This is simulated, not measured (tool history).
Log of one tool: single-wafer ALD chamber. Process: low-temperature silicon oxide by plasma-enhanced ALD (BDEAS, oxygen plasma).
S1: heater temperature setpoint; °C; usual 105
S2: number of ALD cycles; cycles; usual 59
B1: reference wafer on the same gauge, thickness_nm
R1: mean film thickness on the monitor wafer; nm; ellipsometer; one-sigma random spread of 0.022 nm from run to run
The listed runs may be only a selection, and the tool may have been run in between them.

run,hour,S1,S2,B1,R1
1,0,105,59,8.143,8.597
2,87.5,105,59,8.145,8.636
3,168.6,105,59,8.158,8.627
4,241,105,59,8.168,8.616
5,315.5,105,59,8.183,8.64
6,357,105,59,8.19,8.661
7,411.4,105,59,8.199,8.683
8,476.9,105,68,8.226,10.013
9,560.6,114,59,8.254,8.578
# hour 560.7: gauge calibrated
10,659.9,109,66,8.14,9.583
11,711.6,116,66,8.138,9.476
12,778.5,96,65,8.146,9.684
13,852.7,105,69,8.161,10.076
# hour 918.1: thermocouple changed; heater temperature recalibrated
14,918.6,105,59,8.175,8.644
15,996.2,118,49,8.199,7.074
16,1092.6,97,63,8.222,9.478
17,1188.7,105,59,8.263,8.759

State the hidden condition of the tool at each of the runs:
wafer temperature above the value expected at the setpoint (K): 0 in every run
H1: gauge reads high (%)
run,H1
1,0.144
2,0.189
3,0.287
4,0.421
5,0.603
6,0.725
7,0.906
8,1.16
9,1.53
10,0.0578
11,0.111
12,0.213
13,0.369
14,0.546
15,0.801
16,1.19
17,1.65
